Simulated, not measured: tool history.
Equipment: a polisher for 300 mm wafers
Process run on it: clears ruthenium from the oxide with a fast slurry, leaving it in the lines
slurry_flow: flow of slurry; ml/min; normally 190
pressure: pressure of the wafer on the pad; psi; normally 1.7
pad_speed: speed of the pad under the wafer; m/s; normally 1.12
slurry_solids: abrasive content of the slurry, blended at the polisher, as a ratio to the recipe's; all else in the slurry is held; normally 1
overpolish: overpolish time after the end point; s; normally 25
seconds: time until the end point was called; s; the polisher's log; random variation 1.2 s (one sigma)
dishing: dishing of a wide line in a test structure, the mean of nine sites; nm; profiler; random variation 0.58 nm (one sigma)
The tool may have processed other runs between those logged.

run	hour	slurry_flow	pressure	pad_speed	slurry_solids	overpolish	incoming thickness of the incoming film, nm	seconds	dishing
1	0	190	1.7	1.12	1	20	199.8	83.2	28.9
2	45.6	190	1.7	1.12	1	20	199.6	82.6	28.9
# hour 55.4: slurry blender recalibrated
3	79.5	220	1.7	1.12	1	20	203.4	75.1	32.2
4	125	220	1.7	1.12	1	20	197.5	73.4	30.9
# hour 132: worn pad replaced by a new one
5	176.7	190	1.7	1.12	1	25	197.5	76.7	35.3
6	239	190	1.7	1.12	1	25	197.2	77.1	35.1
7	294.3	190	2.1	1.12	1	25	201.7	69.4	36.1
# hour 300.6: worn pad replaced by a new one
# hour 333: head pressure recalibrated
8	339.2	145	1.7	1.12	1	17	200	89.2	25.7
9	386	190	1.3	1.12	1.2	25	198.2	91.8	31
10	440.9	190	1.3	1.12	1.2	25	199.3	95.4	31.3
11	467.1	190	1.7	1.12	1	25	200.7	85	32.2
# hour 519.6: worn pad replaced by a new one
# hour 530.6: slurry blender recalibrated
12	531.4	255	1.2	1.12	1	25	199	85.4	32.6
13	566.7	190	1.7	1.24	1	25	201.8	68	39
14	625	190	1.7	0.78	0.8	25	201.4	122	26.9
# hour 657.2: slurry nozzle cleaned
15	659.1	230	2.2	1.12	1.1	19	196	55.9	36.3
# hour 701.1: worn pad replaced by a new one
16	714.7	190	1.7	1.12	1	34	202.8	75.4	41.4
# hour 724.9: head pressure recalibrated
17	766.8	190	1.7	1.12	1	25	201.6	88.2	32.5
18	823.7	190	1.3	1.12	1	25	202.5	106.9	29
19	869.1	155	2.2	1.12	1	20	203	76.5	30.3
# hour 910.9: worn pad replaced by a new one
20	916.1	235	2.2	0.96	1	34	203.8	80	40.4
# hour 918.4: slurry blender recalibrated
21	965.3	190	1.2	0.96	1	25	195.9	109.8	28

Alternative continuations, all from the tool just after run 21; predict every row:
A	965.8	190	1.7	1.12	1	25	198.9	?	?
B	965.8	190	2	0.88	0.85	25	198.9	?	?
C	965.8	190	1.7	1.48	1	20	198.9	?	?

run	seconds	dishing
A	74.3	35.3
B	89.9	31.6
C	56.3	36.4
The same runs, with their run-to-run variation unchanged, on a tool lacking any hidden condition would have given:
run	seconds	dishing
A	71.8	36
B	86.6	32.3
C	54.3	37.1

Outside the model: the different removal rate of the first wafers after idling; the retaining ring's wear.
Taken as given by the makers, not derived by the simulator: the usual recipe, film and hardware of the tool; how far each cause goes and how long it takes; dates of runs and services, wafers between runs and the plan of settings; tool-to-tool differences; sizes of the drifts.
